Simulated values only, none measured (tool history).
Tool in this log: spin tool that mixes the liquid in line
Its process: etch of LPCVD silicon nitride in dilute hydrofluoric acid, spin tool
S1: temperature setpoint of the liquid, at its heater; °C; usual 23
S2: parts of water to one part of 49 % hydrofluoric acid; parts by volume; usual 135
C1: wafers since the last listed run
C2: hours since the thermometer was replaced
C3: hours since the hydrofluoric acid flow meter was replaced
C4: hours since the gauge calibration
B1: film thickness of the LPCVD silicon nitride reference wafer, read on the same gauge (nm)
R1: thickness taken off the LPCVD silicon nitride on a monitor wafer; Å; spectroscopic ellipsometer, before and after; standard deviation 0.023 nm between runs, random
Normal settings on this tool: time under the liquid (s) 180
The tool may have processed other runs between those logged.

{"run": 1, "hour": 0.0, "S1": 23, "S2": 165, "time under the liquid (s)": 235, "C1": 0, "C2": 142.2, "C3": 773.9, "C4": 775.6, "B1": 69.989, "R1": 7.13}
{"run": 2, "hour": 79.6, "S1": 23, "S2": 165, "time under the liquid (s)": 235, "C1": 490, "C2": 221.8, "C3": 853.5, "C4": 855.2, "B1": 69.995, "R1": 6.71}
{"run": 3, "hour": 164.2, "S1": 23, "S2": 165, "time under the liquid (s)": 235, "C1": 521, "C2": 306.4, "C3": 938.1, "C4": 939.8, "B1": 69.998, "R1": 6.36}
{"run": 4, "hour": 211.3, "S1": 23, "S2": 135, "time under the liquid (s)": 180, "C1": 290, "C2": 353.5, "C3": 985.2, "C4": 986.9, "B1": 69.983, "R1": 6.48}
{"hour": 322.4, "done": "hydrofluoric acid flow meter replaced"}
{"run": 5, "hour": 386.7, "S1": 23, "S2": 135, "time under the liquid (s)": 180, "C1": 1074, "C2": 528.9, "C3": 64.3, "C4": 1162.3, "B1": 69.998, "R1": 6.44}
{"run": 6, "hour": 429.4, "S1": 23, "S2": 135, "time under the liquid (s)": 180, "C1": 263, "C2": 571.6, "C3": 107, "C4": 1205, "B1": 69.991, "R1": 6.96}
{"run": 7, "hour": 499.8, "S1": 23, "S2": 135, "time under the liquid (s)": 180, "C1": 433, "C2": 642, "C3": 177.4, "C4": 1275.4, "B1": 70.012, "R1": 6.61}
{"run": 8, "hour": 601.1, "S1": 23, "S2": 135, "time under the liquid (s)": 180, "C1": 624, "C2": 743.3, "C3": 278.7, "C4": 1376.7, "B1": 69.996, "R1": 6.3}
{"run": 9, "hour": 649.8, "S1": 23, "S2": 135, "time under the liquid (s)": 180, "C1": 300, "C2": 792, "C3": 327.4, "C4": 1425.4, "B1": 69.993, "R1": 6.89}
{"hour": 689.9, "done": "gauge calibrated"}
{"run": 10, "hour": 699.1, "S1": 23, "S2": 135, "time under the liquid (s)": 180, "C1": 303, "C2": 841.3, "C3": 376.7, "C4": 9.2, "B1": 70.001, "R1": 6.37}
{"hour": 704.6, "done": "thermometer replaced"}
{"run": 11, "hour": 773.7, "S1": 23, "S2": 135, "time under the liquid (s)": 180, "C1": 453, "C2": 69.1, "C3": 451.3, "C4": 83.8, "B1": 70.002, "R1": 6.44}
{"run": 12, "hour": 861.9, "S1": 23, "S2": 135, "time under the liquid (s)": 180, "C1": 543, "C2": 157.3, "C3": 539.5, "C4": 172, "B1": 70.008, "R1": 6.13}
{"run": 13, "hour": 898.0, "S1": 23, "S2": 135, "time under the liquid (s)": 180, "C1": 222, "C2": 193.4, "C3": 575.6, "C4": 208.1, "B1": 70.017, "R1": 6.49}
{"run": 14, "hour": 935.3, "S1": 23, "S2": 175, "time under the liquid (s)": 180, "C1": 229, "C2": 230.7, "C3": 612.9, "C4": 245.4, "B1": 70.008, "R1": 4.78}
{"run": 15, "hour": 1025.8, "S1": 23, "S2": 175, "time under the liquid (s)": 180, "C1": 557, "C2": 321.2, "C3": 703.4, "C4": 335.9, "B1": 70.005, "R1": 4.93}
{"run": 16, "hour": 1101.4, "S1": 27, "S2": 175, "time under the liquid (s)": 210, "C1": 465, "C2": 396.8, "C3": 779, "C4": 411.5, "B1": 70.012, "R1": 7.42}
{"run": 17, "hour": 1191.6, "S1": 23, "S2": 135, "time under the liquid (s)": 180, "C1": 555, "C2": 487, "C3": 869.2, "C4": 501.7, "B1": 70.003, "R1": 5.8}
{"run": 18, "hour": 1238.8, "S1": 25.5, "S2": 135, "time under the liquid (s)": 180, "C1": 290, "C2": 534.2, "C3": 916.4, "C4": 548.9, "B1": 69.99, "R1": 7.28}
{"run": 19, "hour": 1446.4, "S1": 23, "S2": 135, "time under the liquid (s)": 180, "C1": 1279, "C2": 741.8, "C3": 1124, "C4": 756.5, "B1": 70.011, "R1": 5.87}
{"hour": 1476.3, "done": "hydrofluoric acid flow meter replaced"}
{"run": 20, "hour": 1497.9, "S1": 23, "S2": 135, "time under the liquid (s)": 150, "C1": 311, "C2": 793.3, "C3": 21.6, "C4": 808, "B1": 69.995, "R1": 5.47}
{"run": 21, "hour": 1569.7, "S1": 25, "S2": 105, "time under the liquid (s)": 255, "C1": 442, "C2": 865.1, "C3": 93.4, "C4": 879.8, "B1": 70.015, "R1": 13.51}
{"run": 22, "hour": 1643.0, "S1": 21.5, "S2": 135, "time under the liquid (s)": 180, "C1": 451, "C2": 938.4, "C3": 166.7, "C4": 953.1, "B1": 70.007, "R1": 5.89}
{"hour": 1664.7, "done": "thermometer replaced"}
{"run": 23, "hour": 1703.0, "S1": 24.5, "S2": 180, "time under the liquid (s)": 120, "C1": 363, "C2": 38.3, "C3": 226.7, "C4": 1013.1, "B1": 69.999, "R1": 3.59}
{"run": 24, "hour": 1787.1, "S1": 18, "S2": 115, "time under the liquid (s)": 135, "C1": 518, "C2": 122.4, "C3": 310.8, "C4": 1097.2, "B1": 70, "R1": 4.19}
{"run": 25, "hour": 1882.6, "S1": 19.5, "S2": 115, "time under the liquid (s)": 115, "C1": 588, "C2": 217.9, "C3": 406.3, "C4": 1192.7, "B1": 69.987, "R1": 3.75}
{"run": 26, "hour": 1986.6, "S1": 23, "S2": 135, "time under the liquid (s)": 180, "C1": 640, "C2": 321.9, "C3": 510.3, "C4": 1296.7, "B1": 70.008, "R1": 6.45}
{"run": 27, "hour": 2088.4, "S1": 23, "S2": 135, "time under the liquid (s)": 180, "C1": 627, "C2": 423.7, "C3": 612.1, "C4": 1398.5, "B1": 70.017, "R1": 6.39}
{"run": 28, "hour": 2132.1, "S1": 27, "S2": 165, "time under the liquid (s)": 140, "C1": 269, "C2": 467.4, "C3": 655.8, "C4": 1442.2, "B1": 69.993, "R1": 5.17}
{"run": 29, "hour": 2187.8, "S1": 23, "S2": 135, "time under the liquid (s)": 280, "C1": 343, "C2": 523.1, "C3": 711.5, "C4": 1497.9, "B1": 70.002, "R1": 9.37}
{"hour": 2220.5, "done": "gauge calibrated"}
{"run": 30, "hour": 2270.9, "S1": 23, "S2": 65, "time under the liquid (s)": 70, "C1": 511, "C2": 606.2, "C3": 794.6, "C4": 50.4, "B1": 69.987, "R1": 4.74}

Forecast each of these 3 alternatives for the next run:
{"run": "A", "hour": 2271.4, "S1": 23, "S2": 135, "time under the liquid (s)": 180, "C1": 3, "C2": 606.7, "C3": 795.1, "C4": 50.9, "B1": "?", "R1": "?"}
{"run": "B", "hour": 2271.4, "S1": 23, "S2": 95, "time under the liquid (s)": 240, "C1": 3, "C2": 606.7, "C3": 795.1, "C4": 50.9, "B1": "?", "R1": "?"}
{"run": "C", "hour": 2271.4, "S1": 23, "S2": 135, "time under the liquid (s)": 250, "C1": 3, "C2": 606.7, "C3": 795.1, "C4": 50.9, "B1": "?", "R1": "?"}

run=A B1=70.017 R1=6.01
run=B B1=70.017 R1=11.32
run=C B1=70.017 R1=8.34
With no hidden state in the tool, these same runs would have given:
run=A R1=6.9
run=B R1=13.01
run=C R1=9.59

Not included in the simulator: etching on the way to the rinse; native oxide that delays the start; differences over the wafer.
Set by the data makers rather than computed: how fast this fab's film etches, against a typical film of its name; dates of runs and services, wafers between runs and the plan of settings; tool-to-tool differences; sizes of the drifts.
